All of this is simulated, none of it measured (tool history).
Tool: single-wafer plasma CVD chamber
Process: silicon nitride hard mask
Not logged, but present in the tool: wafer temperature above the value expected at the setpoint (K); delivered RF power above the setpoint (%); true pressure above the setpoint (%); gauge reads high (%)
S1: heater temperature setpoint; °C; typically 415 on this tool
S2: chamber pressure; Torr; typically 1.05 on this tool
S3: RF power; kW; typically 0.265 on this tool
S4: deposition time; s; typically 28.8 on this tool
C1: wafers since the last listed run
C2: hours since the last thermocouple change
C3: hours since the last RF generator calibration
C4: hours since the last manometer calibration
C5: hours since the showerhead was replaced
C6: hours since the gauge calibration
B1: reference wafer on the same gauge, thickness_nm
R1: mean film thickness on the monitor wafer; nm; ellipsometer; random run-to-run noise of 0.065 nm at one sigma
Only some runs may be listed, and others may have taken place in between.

run 1 hour=0 | S1=415 S2=1.05 S3=0.265 S4=25.2 | C1=0 C2=1309.8 C3=2490.9 C4=2475.8 C5=5849.7 C6=283.8 | B1=29.882 | R1=23.004
-- hour=11.7 RF generator calibrated
-- hour=12.5 thermocouple changed; heater temperature recalibrated
run 2 hour=13 | S1=415 S2=0.9 S3=0.265 S4=28.8 | C1=107 C2=0.5 C3=1.3 C4=2488.8 C5=5862.7 C6=296.8 | B1=29.884 | R1=27.04
run 3 hour=21.4 | S1=415 S2=0.9 S3=0.265 S4=28.8 | C1=216 C2=8.9 C3=9.7 C4=2497.2 C5=5871.1 C6=305.2 | B1=29.903 | R1=27.049
run 4 hour=38.4 | S1=415 S2=0.9 S3=0.265 S4=28.8 | C1=437 C2=25.9 C3=26.7 C4=2514.2 C5=5888.1 C6=322.2 | B1=29.909 | R1=27.108
-- hour=40.9 gauge calibrated
run 5 hour=47.2 | S1=415 S2=1.05 S3=0.265 S4=28.8 | C1=226 C2=34.7 C3=35.5 C4=2523 C5=5896.9 C6=6.3 | B1=29.909 | R1=27.911
run 6 hour=55.2 | S1=415 S2=1.05 S3=0.265 S4=28.8 | C1=206 C2=42.7 C3=43.5 C4=2531 C5=5904.9 C6=14.3 | B1=29.892 | R1=27.907
run 7 hour=64.3 | S1=407 S2=1.05 S3=0.265 S4=28.8 | C1=234 C2=51.8 C3=52.6 C4=2540.1 C5=5914 C6=23.4 | B1=29.899 | R1=28.047
-- hour=81.2 showerhead replaced
run 8 hour=81.7 | S1=415 S2=1.05 S3=0.265 S4=28.8 | C1=242 C2=69.2 C3=70 C4=2557.5 C5=0.5 C6=40.8 | B1=29.894 | R1=27.853
run 9 hour=87.9 | S1=402 S2=1.05 S3=0.265 S4=28.8 | C1=159 C2=75.4 C3=76.2 C4=2563.7 C5=6.7 C6=47 | B1=29.896 | R1=28.161
run 10 hour=103.2 | S1=405 S2=0.92 S3=0.265 S4=33.2 | C1=394 C2=90.7 C3=91.5 C4=2579 C5=22 C6=62.3 | B1=29.917 | R1=31.362
run 11 hour=117.3 | S1=415 S2=1.05 S3=0.22 S4=23.9 | C1=363 C2=104.8 C3=105.6 C4=2593.1 C5=36.1 C6=76.4 | B1=29.903 | R1=20.257
run 12 hour=131.1 | S1=415 S2=1.05 S3=0.265 S4=28.8 | C1=355 C2=118.6 C3=119.4 C4=2606.9 C5=49.9 C6=90.2 | B1=29.888 | R1=27.718
run 13 hour=142.5 | S1=401 S2=1.05 S3=0.23 S4=28.8 | C1=293 C2=130 C3=130.8 C4=2618.3 C5=61.3 C6=101.6 | B1=29.9 | R1=25.348
run 14 hour=154.9 | S1=430 S2=1.05 S3=0.265 S4=28.8 | C1=319 C2=142.4 C3=143.2 C4=2630.7 C5=73.7 C6=114 | B1=29.875 | R1=27.527
run 15 hour=171 | S1=415 S2=1.05 S3=0.285 S4=23.3 | C1=414 C2=158.5 C3=159.3 C4=2646.8 C5=89.8 C6=130.1 | B1=29.898 | R1=23.612
-- hour=188.4 capacitance manometer re-zeroed and calibrated
run 16 hour=188.9 | S1=415 S2=1.05 S3=0.25 S4=28.8 | C1=255 C2=176.4 C3=177.2 C4=0.5 C5=107.7 C6=148 | B1=29.891 | R1=26.556
run 17 hour=189.2 | S1=415 S2=1.05 S3=0.265 S4=32.6 | C1=7 C2=176.7 C3=177.5 C4=0.8 C5=108 C6=148.3 | B1=29.909 | R1=31.356
run 18 hour=201.1 | S1=415 S2=1.05 S3=0.225 S4=28.8 | C1=306 C2=188.6 C3=189.4 C4=12.7 C5=119.9 C6=160.2 | B1=29.895 | R1=24.784
run 19 hour=217.9 | S1=415 S2=0.94 S3=0.265 S4=28.8 | C1=432 C2=205.4 C3=206.2 C4=29.5 C5=136.7 C6=177 | B1=29.903 | R1=27.014
run 20 hour=226 | S1=423 S2=0.85 S3=0.225 S4=28.8 | C1=208 C2=213.5 C3=214.3 C4=37.6 C5=144.8 C6=185.1 | B1=29.888 | R1=23.451
run 21 hour=232.6 | S1=415 S2=1.05 S3=0.265 S4=28.8 | C1=170 C2=220.1 C3=220.9 C4=44.2 C5=151.4 C6=191.7 | B1=29.913 | R1=27.557
run 22 hour=250.6 | S1=415 S2=1.05 S3=0.265 S4=24.1 | C1=463 C2=238.1 C3=238.9 C4=62.2 C5=169.4 C6=209.7 | B1=29.91 | R1=23.161
run 23 hour=257 | S1=415 S2=1.05 S3=0.265 S4=28.8 | C1=164 C2=244.5 C3=245.3 C4=68.6 C5=175.8 C6=216.1 | B1=29.915 | R1=27.604
run 24 hour=265.1 | S1=421 S2=1.05 S3=0.265 S4=26.7 | C1=208 C2=252.6 C3=253.4 C4=76.7 C5=183.9 C6=224.2 | B1=29.889 | R1=25.491
run 25 hour=276.1 | S1=415 S2=0.83 S3=0.265 S4=28.8 | C1=283 C2=263.6 C3=264.4 C4=87.7 C5=194.9 C6=235.2 | B1=29.893 | R1=26.062
run 26 hour=285.8 | S1=415 S2=1.05 S3=0.265 S4=24.1 | C1=249 C2=273.3 C3=274.1 C4=97.4 C5=204.6 C6=244.9 | B1=29.922 | R1=23.073
run 27 hour=291.9 | S1=415 S2=1.05 S3=0.265 S4=32.5 | C1=157 C2=279.4 C3=280.2 C4=103.5 C5=210.7 C6=251 | B1=29.907 | R1=31.255
run 28 hour=301.2 | S1=415 S2=0.82 S3=0.265 S4=28.8 | C1=239 C2=288.7 C3=289.5 C4=112.8 C5=220 C6=260.3 | B1=29.912 | R1=26.089
run 29 hour=318.5 | S1=415 S2=1.05 S3=0.265 S4=28.8 | C1=445 C2=306 C3=306.8 C4=130.1 C5=237.3 C6=277.6 | B1=29.902 | R1=27.379
run 30 hour=327.7 | S1=415 S2=0.84 S3=0.31 S4=28.8 | C1=236 C2=315.2 C3=316 C4=139.3 C5=246.5 C6=286.8 | B1=29.89 | R1=29.232

State the hidden condition of the tool at each of the runs:
wafer temperature above the value expected at the setpoint (K): 0 across all the runs
true pressure above the setpoint (%): 0 across all the runs
gauge reads high (%): 0 across all the runs
H1: delivered RF power above the setpoint (%)
run=1 H1=-9.31
run=2 H1=-0.567
run=3 H1=-0.652
run=4 H1=-0.82
run=5 H1=-0.906
run=6 H1=-0.983
run=7 H1=-1.07
run=8 H1=-1.23
run=9 H1=-1.29
run=10 H1=-1.43
run=11 H1=-1.56
run=12 H1=-1.68
run=13 H1=-1.78
run=14 H1=-1.89
run=15 H1=-2.02
run=16 H1=-2.17
run=17 H1=-2.17
run=18 H1=-2.27
run=19 H1=-2.4
run=20 H1=-2.47
run=21 H1=-2.52
run=22 H1=-2.66
run=23 H1=-2.7
run=24 H1=-2.76
run=25 H1=-2.85
run=26 H1=-2.92
run=27 H1=-2.96
run=28 H1=-3.03
run=29 H1=-3.15
run=30 H1=-3.21

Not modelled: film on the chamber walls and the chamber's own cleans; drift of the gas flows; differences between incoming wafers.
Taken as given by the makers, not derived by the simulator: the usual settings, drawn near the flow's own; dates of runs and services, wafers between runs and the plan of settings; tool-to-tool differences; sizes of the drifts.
